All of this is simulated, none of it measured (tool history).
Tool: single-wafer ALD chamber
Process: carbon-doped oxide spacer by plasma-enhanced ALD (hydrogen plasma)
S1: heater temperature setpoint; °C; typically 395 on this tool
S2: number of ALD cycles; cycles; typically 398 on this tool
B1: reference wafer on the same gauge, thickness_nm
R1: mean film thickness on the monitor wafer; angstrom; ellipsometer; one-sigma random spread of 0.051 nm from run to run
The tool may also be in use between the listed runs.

Run 1, hour 0.0: usual settings but S1 403 °C; B1 21.882. Result: R1 204.74 angstrom.
Run 2, hour 28.2: usual settings but S1 403 °C; B1 21.911. Result: R1 204.45 angstrom.
Run 3, hour 60.7: usual settings; B1 21.914. Result: R1 206.29 angstrom.
Run 4, hour 77.1: usual settings; B1 21.891. Result: R1 205.32 angstrom.
Run 5, hour 91.7: usual settings but S1 388 °C; B1 21.892. Result: R1 205.60 angstrom.
Run 6, hour 122.7: usual settings but S1 388 °C; B1 21.898. Result: R1 205.95 angstrom.
Run 7, hour 140.0: usual settings but S1 388 °C; B1 21.916. Result: R1 205.26 angstrom.
Run 8, hour 174.2: usual settings but S2 456 cycles; B1 21.920. Result: R1 236.79 angstrom.
Run 9, hour 200.0: usual settings but S2 456 cycles; B1 21.910. Result: R1 237.04 angstrom.
Run 10, hour 235.8: usual settings but S2 456 cycles; B1 21.906. Result: R1 235.86 angstrom.
Run 11, hour 254.1: usual settings but S1 392 °C; B1 21.888. Result: R1 206.63 angstrom.
Run 12, hour 286.6: usual settings but S1 392 °C; B1 21.907. Result: R1 205.71 angstrom.
Run 13, hour 300.1: usual settings but S2 442 cycles; B1 21.903. Result: R1 228.63 angstrom.
Run 14, hour 324.8: usual settings but S2 415 cycles; B1 21.891. Result: R1 215.24 angstrom.
Run 15, hour 350.6: usual settings; B1 21.894. Result: R1 206.39 angstrom.
Run 16, hour 364.9: usual settings; B1 21.919. Result: R1 207.02 angstrom.
Run 17, hour 388.7: usual settings; B1 21.912. Result: R1 206.24 angstrom.
Run 18, hour 417.7: usual settings; B1 21.900. Result: R1 205.89 angstrom.
Run 19, hour 444.6: usual settings; B1 21.892. Result: R1 206.35 angstrom.
Run 20, hour 469.4: usual settings; B1 21.900. Result: R1 206.05 angstrom.
Run 21, hour 511.9: usual settings; B1 21.904. Result: R1 206.79 angstrom.
Run 22, hour 546.2: usual settings; B1 21.917. Result: R1 206.74 angstrom.
Run 23, hour 576.1: usual settings; B1 21.912. Result: R1 205.64 angstrom.
Run 24, hour 605.1: usual settings but S1 380 °C, S2 325 cycles; B1 21.899. Result: R1 168.04 angstrom.
Run 25, hour 622.1: usual settings but S1 399 °C, S2 338 cycles; B1 21.901. Result: R1 174.96 angstrom.
Run 26, hour 639.0: usual settings but S1 384 °C, S2 458 cycles; B1 21.913. Result: R1 236.95 angstrom.
Run 27, hour 657.0: usual settings but S1 382 °C; B1 21.893. Result: R1 205.78 angstrom.
Run 28, hour 680.8: usual settings; B1 21.890. Result: R1 206.08 angstrom.
Run 29, hour 716.4: usual settings; B1 21.908. Result: R1 205.21 angstrom.
Run 30, hour 745.9: usual settings but S2 432 cycles; B1 21.889. Result: R1 223.59 angstrom.
Run 31, hour 769.9: usual settings; B1 21.905. Result: R1 205.78 angstrom.
Run 32, hour 805.3: usual settings but S1 403 °C, S2 374 cycles; B1 21.893. Result: R1 192.22 angstrom.
Run 33, hour 837.5: usual settings but S1 384 °C; B1 21.901. Result: R1 206.29 angstrom.
Run 34, hour 873.0: usual settings but S2 430 cycles; B1 21.896. Result: R1 222.17 angstrom.
Run 35, hour 888.0: usual settings but S1 399 °C, S2 455 cycles; B1 21.897. Result: R1 234.73 angstrom.
Run 36, hour 900.9: usual settings but S1 383 °C, S2 358 cycles; B1 21.893. Result: R1 185.63 angstrom.
Run 37, hour 926.5: usual settings but S1 408 °C; B1 21.881. Result: R1 200.80 angstrom.
Run 38, hour 958.9: usual settings but S1 399 °C; B1 21.905. Result: R1 206.00 angstrom.
Run 39, hour 987.0: usual settings but S1 385 °C, S2 352 cycles; B1 21.891. Result: R1 182.61 angstrom.
Run 40, hour 1012.6: usual settings; B1 21.890. Result: R1 205.37 angstrom.
Run 41, hour 1034.3: usual settings but S1 406 °C, S2 339 cycles; B1 21.898. Result: R1 172.80 angstrom.
Run 42, hour 1047.5: usual settings but S1 385 °C, S2 440 cycles; B1 21.892. Result: R1 227.06 angstrom.
Run 43, hour 1129.6: usual settings but S1 386 °C, S2 370 cycles; B1 21.894. Result: R1 190.92 angstrom.
Run 44, hour 1157.7: usual settings but S1 410 °C; B1 21.907. Result: R1 200.08 angstrom.
Run 45, hour 1186.0: usual settings but S1 382 °C, S2 358 cycles; B1 21.902. Result: R1 185.33 angstrom.
Run 46, hour 1198.5: usual settings; B1 21.898. Result: R1 206.52 angstrom.

Removed from this log: 2 entries logged between the listed runs. Between which two listed runs does each belong, and how does the tool's hidden state at the listed run before it compare with that at the listed run after it?
In the gap between runs 24 and 25: gauge calibrated (hour 606.2)
  no difference in the tool's unlogged condition between these two runs
In the gap between runs 36 and 37: thermocouple changed; heater temperature recalibrated (hour 926.1)
  no difference in the tool's unlogged condition between these two runs
